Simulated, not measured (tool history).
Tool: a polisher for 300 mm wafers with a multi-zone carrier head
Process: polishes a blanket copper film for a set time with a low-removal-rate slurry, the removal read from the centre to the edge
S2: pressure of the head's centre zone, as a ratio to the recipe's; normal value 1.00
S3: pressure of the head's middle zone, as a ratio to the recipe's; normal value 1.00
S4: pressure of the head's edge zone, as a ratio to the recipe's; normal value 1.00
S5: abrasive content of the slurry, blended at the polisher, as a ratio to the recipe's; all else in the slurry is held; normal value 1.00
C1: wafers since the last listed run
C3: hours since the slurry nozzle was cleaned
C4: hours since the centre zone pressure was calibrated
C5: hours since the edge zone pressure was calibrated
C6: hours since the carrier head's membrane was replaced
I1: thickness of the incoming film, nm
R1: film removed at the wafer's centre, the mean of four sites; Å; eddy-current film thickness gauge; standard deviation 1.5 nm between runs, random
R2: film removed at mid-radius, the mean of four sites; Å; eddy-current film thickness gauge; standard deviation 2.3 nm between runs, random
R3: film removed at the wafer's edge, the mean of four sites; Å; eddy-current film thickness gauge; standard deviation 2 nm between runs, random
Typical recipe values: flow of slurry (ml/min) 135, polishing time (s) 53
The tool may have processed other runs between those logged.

Run 1, hour 0.0: usual settings; C1 0; wafers polished on this pad 282; C3 177.6; C4 354.6; C5 522.3; C6 285.6; I1 895.0. Result: R1 1882 Å, R2 1829 Å, R3 1892 Å.
At hour 123.3: centre zone pressure recalibrated.
Run 2, hour 123.8: usual settings; C1 1384; wafers polished on this pad 1667; C3 301.4; C4 0.5; C5 646.1; C6 409.4; I1 884.2. Result: R1 1822 Å, R2 1797 Å, R3 1883 Å.
At hour 151.0: slurry nozzle cleaned.
Run 3, hour 153.6: usual settings; C1 327; wafers polished on this pad 1995; C3 2.6; C4 30.3; C5 675.9; C6 439.2; I1 870.3. Result: R1 1827 Å, R2 1865 Å, R3 1885 Å.
At hour 189.9: worn pad replaced by a new one.
Run 4, hour 207.8: usual settings; C1 570; wafers polished on this pad 203; C3 56.8; C4 84.5; C5 730.1; C6 493.4; I1 886.3. Result: R1 1842 Å, R2 1822 Å, R3 1854 Å.
Run 5, hour 253.3: usual settings but S5 0.80; C1 517; wafers polished on this pad 720; C3 102.3; C4 130.0; C5 775.6; C6 538.9; I1 908.1. Result: R1 1717 Å, R2 1747 Å, R3 1778 Å.
Run 6, hour 293.3: usual settings but S5 0.80; C1 454; wafers polished on this pad 1175; C3 142.3; C4 170.0; C5 815.6; C6 578.9; I1 881.6. Result: R1 1739 Å, R2 1728 Å, R3 1751 Å.
Run 7, hour 327.9: usual settings but S5 0.80; C1 393; wafers polished on this pad 1569; C3 176.9; C4 204.6; C5 850.2; C6 613.5; I1 875.6. Result: R1 1721 Å, R2 1736 Å, R3 1743 Å.
Run 8, hour 398.4: usual settings; C1 801; wafers polished on this pad 2370; C3 247.4; C4 275.1; C5 920.7; C6 684.0; I1 889.6. Result: R1 1908 Å, R2 1823 Å, R3 1869 Å.
At hour 429.1: carrier head's membrane replaced by a new one.
Run 9, hour 429.6: usual settings but flow of slurry (ml/min) 150; C1 297; wafers polished on this pad 2668; C3 278.6; C4 306.3; C5 951.9; C6 0.5; I1 891.1. Result: R1 1934 Å, R2 1836 Å, R3 1928 Å.
At hour 448.1: worn pad replaced by a new one.
Run 10, hour 469.6: usual settings but S4 1.11, S5 0.85, polishing time (s) 43; C1 409; wafers polished on this pad 244; C3 318.6; C4 346.3; C5 991.9; C6 40.5; I1 891.0. Result: R1 1462 Å, R2 1406 Å, R3 1574 Å.
At hour 500.0: slurry nozzle cleaned.
Run 11, hour 502.6: usual settings but S2 1.10, polishing time (s) 45; C1 363; wafers polished on this pad 608; C3 2.6; C4 379.3; C5 1024.9; C6 73.5; I1 882.4. Result: R1 1753 Å, R2 1582 Å, R3 1591 Å.
Run 12, hour 533.9: usual settings but S2 1.06, S5 1.10, polishing time (s) 42; C1 355; wafers polished on this pad 964; C3 33.9; C4 410.6; C5 1056.2; C6 104.8; I1 900.3. Result: R1 1634 Å, R2 1481 Å, R3 1528 Å.
At hour 561.9: edge zone pressure recalibrated.
Run 13, hour 574.1: usual settings; C1 434; wafers polished on this pad 1398; C3 74.1; C4 450.8; C5 12.2; C6 145.0; I1 893.2. Result: R1 1896 Å, R2 1792 Å, R3 1850 Å.
Run 14, hour 632.1: usual settings but S2 1.11; C1 659; wafers polished on this pad 2058; C3 132.1; C4 508.8; C5 70.2; C6 203.0; I1 887.2. Result: R1 2114 Å, R2 1839 Å, R3 1888 Å.
At hour 679.0: worn pad replaced by a new one.
Run 15, hour 679.5: usual settings but flow of slurry (ml/min) 90; C1 493; wafers polished on this pad 5; C3 179.5; C4 556.2; C5 117.6; C6 250.4; I1 889.5. Result: R1 1659 Å, R2 1630 Å, R3 1737 Å.
At hour 694.5: centre zone pressure recalibrated.
Run 16, hour 715.9: usual settings but S2 1.09; C1 391; wafers polished on this pad 396; C3 215.9; C4 21.4; C5 154.0; C6 286.8; I1 894.9. Result: R1 1981 Å, R2 1825 Å, R3 1906 Å.
Run 17, hour 759.5: usual settings but S4 1.12; C1 495; wafers polished on this pad 892; C3 259.5; C4 65.0; C5 197.6; C6 330.4; I1 895.8. Result: R1 1838 Å, R2 1840 Å, R3 2006 Å.
At hour 768.9: slurry nozzle cleaned.
Run 18, hour 792.5: usual settings but S2 1.09, S5 0.85; C1 363; wafers polished on this pad 1256; C3 23.6; C4 98.0; C5 230.6; C6 363.4; I1 884.9. Result: R1 1928 Å, R2 1767 Å, R3 1796 Å.
Run 19, hour 845.4: usual settings but S2 0.90, S3 0.94; C1 601; wafers polished on this pad 1857; C3 76.5; C4 150.9; C5 283.5; C6 416.3; I1 898.9. Result: R1 1680 Å, R2 1722 Å, R3 1851 Å.
Run 20, hour 905.4: usual settings; C1 682; wafers polished on this pad 2540; C3 136.5; C4 210.9; C5 343.5; C6 476.3; I1 886.5. Result: R1 1861 Å, R2 1794 Å, R3 1881 Å.
At hour 943.2: worn pad replaced by a new one.
Run 21, hour 943.7: usual settings but flow of slurry (ml/min) 105; C1 389; wafers polished on this pad 5; C3 174.8; C4 249.2; C5 381.8; C6 514.6; I1 882.8. Result: R1 1711 Å, R2 1705 Å, R3 1768 Å.

Across each entry between runs, compare the hidden state at the last listed run before it with the hidden state at the first listed run after it:
Logged between run 1 and run 2: centre zone pressure recalibrated (hour 123.3)
  deviation of the centre zone's pressure from its setpoint, %: 2.96 -> 0.121
  what was measured, less what the result would be without the hidden state, R1: +54 -> +2 Å
Logged between run 2 and run 3: slurry nozzle cleaned (hour 151.0)
  deviation of the centre zone's pressure from its setpoint, %: 0.121 -> 0.711
  what was measured, less what the result would be without the hidden state, R1: +2 -> +13 Å
Logged between run 3 and run 4: worn pad replaced by a new one (hour 189.9)
  deviation of the centre zone's pressure from its setpoint, %: 0.711 -> 1.55
  what was measured, less what the result would be without the hidden state, R1: +13 -> +29 Å
Logged between run 8 and run 9: carrier head's membrane replaced by a new one (hour 429.1)
  deviation of the centre zone's pressure from its setpoint, %: 3.05 -> 3.17
  what was measured, less what the result would be without the hidden state, R1: +57 -> +60 Å
Logged between run 9 and run 10: worn pad replaced by a new one (hour 448.1)
  deviation of the centre zone's pressure from its setpoint, %: 3.17 -> 3.29
  what was measured, less what the result would be without the hidden state, R1: +60 -> +47 Å
Logged between run 10 and run 11: slurry nozzle cleaned (hour 500.0)
  deviation of the centre zone's pressure from its setpoint, %: 3.29 -> 3.38
  what was measured, less what the result would be without the hidden state, R1: +47 -> +57 Å
Logged between run 12 and run 13: edge zone pressure recalibrated (hour 561.9)
  deviation of the centre zone's pressure from its setpoint, %: 3.44 -> 3.51
  what was measured, less what the result would be without the hidden state, R1: +54 -> +65 Å
Logged between run 14 and run 15: worn pad replaced by a new one (hour 679.0)
  deviation of the centre zone's pressure from its setpoint, %: 3.58 -> 3.63
  what was measured, less what the result would be without the hidden state, R1: +73 -> +59 Å
Logged between run 15 and run 16: centre zone pressure recalibrated (hour 694.5)
  deviation of the centre zone's pressure from its setpoint, %: 3.63 -> 0.799
  what was measured, less what the result would be without the hidden state, R1: +59 -> +15 Å
Logged between run 17 and run 18: slurry nozzle cleaned (hour 768.9)
  deviation of the centre zone's pressure from its setpoint, %: 1.53 -> 1.97
  what was measured, less what the result would be without the hidden state, R1: +28 -> +38 Å
Logged between run 20 and run 21: worn pad replaced by a new one (hour 943.2)
  deviation of the centre zone's pressure from its setpoint, %: 2.97 -> 3.18
  what was measured, less what the result would be without the hidden state, R1: +54 -> +53 Å
